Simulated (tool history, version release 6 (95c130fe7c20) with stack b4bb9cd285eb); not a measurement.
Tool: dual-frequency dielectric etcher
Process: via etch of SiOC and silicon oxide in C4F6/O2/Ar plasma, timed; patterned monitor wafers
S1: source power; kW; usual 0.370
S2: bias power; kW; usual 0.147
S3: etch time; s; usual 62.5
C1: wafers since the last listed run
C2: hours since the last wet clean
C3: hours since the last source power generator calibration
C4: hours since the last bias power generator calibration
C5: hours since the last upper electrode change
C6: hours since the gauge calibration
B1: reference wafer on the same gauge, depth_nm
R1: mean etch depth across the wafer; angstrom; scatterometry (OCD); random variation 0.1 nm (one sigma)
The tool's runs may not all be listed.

{"run": 1, "hour": 0.0, "S1": 0.37, "S2": 0.147, "S3": 72.0, "C1": 0, "C2": 404.5, "C3": 4607.4, "C4": 2561.7, "C5": 5754.4, "C6": 87.2, "B1": 57.2, "R1": 791}
{"run": 2, "hour": 20.6, "S1": 0.37, "S2": 0.125, "S3": 62.5, "C1": 150, "C2": 425.1, "C3": 4628.0, "C4": 2582.3, "C5": 5775.0, "C6": 107.8, "B1": 57.2, "R1": 667}
{"run": 3, "hour": 55.4, "S1": 0.37, "S2": 0.125, "S3": 62.5, "C1": 253, "C2": 459.9, "C3": 4662.8, "C4": 2617.1, "C5": 5809.8, "C6": 142.6, "B1": 57.2, "R1": 666}
{"run": 4, "hour": 77.7, "S1": 0.37, "S2": 0.173, "S3": 58.5, "C1": 162, "C2": 482.2, "C3": 4685.1, "C4": 2639.4, "C5": 5832.1, "C6": 164.9, "B1": 57.2, "R1": 663}
{"run": 5, "hour": 101.5, "S1": 0.37, "S2": 0.173, "S3": 58.5, "C1": 173, "C2": 506.0, "C3": 4708.9, "C4": 2663.2, "C5": 5855.9, "C6": 188.7, "B1": 57.2, "R1": 667}
{"hour": 117.1, "done": "source power generator calibrated"}
{"hour": 152.7, "done": "upper electrode replaced"}
{"hour": 173.0, "done": "wet clean of the chamber"}
{"run": 6, "hour": 175.7, "S1": 0.37, "S2": 0.147, "S3": 62.5, "C1": 188, "C2": 2.7, "C3": 58.6, "C4": 2737.4, "C5": 23.0, "C6": 262.9, "B1": 57.2, "R1": 671}
{"run": 7, "hour": 207.9, "S1": 0.37, "S2": 0.147, "S3": 62.5, "C1": 234, "C2": 34.9, "C3": 90.8, "C4": 2769.6, "C5": 55.2, "C6": 295.1, "B1": 57.2, "R1": 673}
{"run": 8, "hour": 226.6, "S1": 0.37, "S2": 0.147, "S3": 62.5, "C1": 136, "C2": 53.6, "C3": 109.5, "C4": 2788.3, "C5": 73.9, "C6": 313.8, "B1": 57.2, "R1": 671}
{"hour": 246.7, "done": "bias power generator calibrated"}
{"run": 9, "hour": 254.8, "S1": 0.37, "S2": 0.147, "S3": 62.5, "C1": 176, "C2": 81.8, "C3": 137.7, "C4": 8.1, "C5": 102.1, "C6": 342.0, "B1": 57.2, "R1": 674}
{"hour": 256.5, "done": "gauge calibrated"}
{"run": 10, "hour": 277.9, "S1": 0.37, "S2": 0.123, "S3": 71.0, "C1": 168, "C2": 104.9, "C3": 160.8, "C4": 31.2, "C5": 125.2, "C6": 21.4, "B1": 57.2, "R1": 744}
{"run": 11, "hour": 310.1, "S1": 0.34, "S2": 0.173, "S3": 62.5, "C1": 234, "C2": 137.1, "C3": 193.0, "C4": 63.4, "C5": 157.4, "C6": 53.6, "B1": 57.2, "R1": 676}
{"run": 12, "hour": 326.7, "S1": 0.37, "S2": 0.147, "S3": 46.5, "C1": 121, "C2": 153.7, "C3": 209.6, "C4": 80.0, "C5": 174.0, "C6": 70.2, "B1": 57.2, "R1": 503}
{"run": 13, "hour": 354.2, "S1": 0.29, "S2": 0.147, "S3": 62.5, "C1": 200, "C2": 181.2, "C3": 237.1, "C4": 107.5, "C5": 201.5, "C6": 97.7, "B1": 57.2, "R1": 616}
{"run": 14, "hour": 383.1, "S1": 0.41, "S2": 0.165, "S3": 44.0, "C1": 210, "C2": 210.1, "C3": 266.0, "C4": 136.4, "C5": 230.4, "C6": 126.6, "B1": 57.2, "R1": 508}

Measured less the same run without the tool's hidden state. The same run-to-run variation is in both; the gauge's scatter may not be:
The hidden state here: etch rate over this chamber's usual, %; source power that arrives over what is set, %; bias power that arrives over what is set, %; gauge reads high (%).
run=1 R1=+18
run=2 R1=+16
run=3 R1=+17
run=4 R1=+17
run=5 R1=+19
run=6 R1=+2
run=7 R1=+3
run=8 R1=+3
run=9 R1=+4
run=10 R1=+5
run=11 R1=+6
run=12 R1=+4
run=13 R1=+6
run=14 R1=+6
